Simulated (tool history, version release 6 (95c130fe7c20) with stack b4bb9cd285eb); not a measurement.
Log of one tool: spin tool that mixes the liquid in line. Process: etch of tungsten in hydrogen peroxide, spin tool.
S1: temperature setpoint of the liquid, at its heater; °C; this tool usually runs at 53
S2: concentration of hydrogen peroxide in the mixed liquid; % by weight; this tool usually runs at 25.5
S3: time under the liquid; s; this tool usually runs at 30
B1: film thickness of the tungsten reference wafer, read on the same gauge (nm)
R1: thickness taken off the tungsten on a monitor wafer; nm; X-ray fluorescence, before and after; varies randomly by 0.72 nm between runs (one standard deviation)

run	hour	S1	S2	S3	B1	R1
1	0	53	25.5	30	40.02	114.82
2	8.3	53	25.5	30	39.94	115.05
3	24.9	53	25.5	30	40.01	113.86
4	40.5	53	25.5	30	40.01	114.26
5	52.8	53	25.5	30	40.06	113.1
6	59.7	53	25.5	30	40.01	113.64
7	74.4	53	25.5	30	39.98	113.92
8	83.3	53	25.5	30	40.02	114.78
9	95.9	53	21.5	30	40.01	103.32
10	109.2	53	21.5	30	39.99	104.26
# hour 112.1: peroxide flow meter replaced
11	123.9	53	21.5	30	40	104.15
12	141.9	53	25.5	30	40.01	115.34
13	150.5	53	25.5	30	40.06	114.27
# hour 151.8: heated supply line repaired
14	166.6	53	25.5	30	40.02	114.11
15	178.7	61.5	19	40	40	214.33
# hour 213.4: gauge calibrated
16	214.9	53	21.5	30	39.99	104.78
17	223.7	53	25.5	30	39.94	114.49
# hour 230.9: new drum of peroxide connected
# hour 245.5: thermometer replaced
18	253.3	61.5	28.5	50	39.98	325.14
19	267.9	57.5	28	30	39.96	154.41
20	274.3	48.5	25.5	35	40.01	100.24
21	291.4	48	28.5	25	40.01	74.29
22	306.2	58	20.5	15	40.06	68.44
23	316.9	53	19.5	40	40	132.85
24	327.9	62.5	19.5	30	39.97	171.42
25	337.4	53	25.5	30	39.97	113.94

Each row is a separate what-if for the run after 25, all from the same tool condition, not one after another. Results?
A	337.8	53	25.5	35	?	?
B	337.8	59	28	45	?	?
C	337.8	62.5	18	45	?	?
D	337.8	53	30	30	?	?
E	337.8	53	30	35	?	?

run	B1	R1
A	40.03	133.73
B	40.03	256.56
C	40.03	251.35
D	40.03	124.33
E	40.03	145.05
Had the tool no hidden state, the same runs would have come out as:
run	R1
A	133.73
B	256.56
C	251.35
D	124.33
E	145.05

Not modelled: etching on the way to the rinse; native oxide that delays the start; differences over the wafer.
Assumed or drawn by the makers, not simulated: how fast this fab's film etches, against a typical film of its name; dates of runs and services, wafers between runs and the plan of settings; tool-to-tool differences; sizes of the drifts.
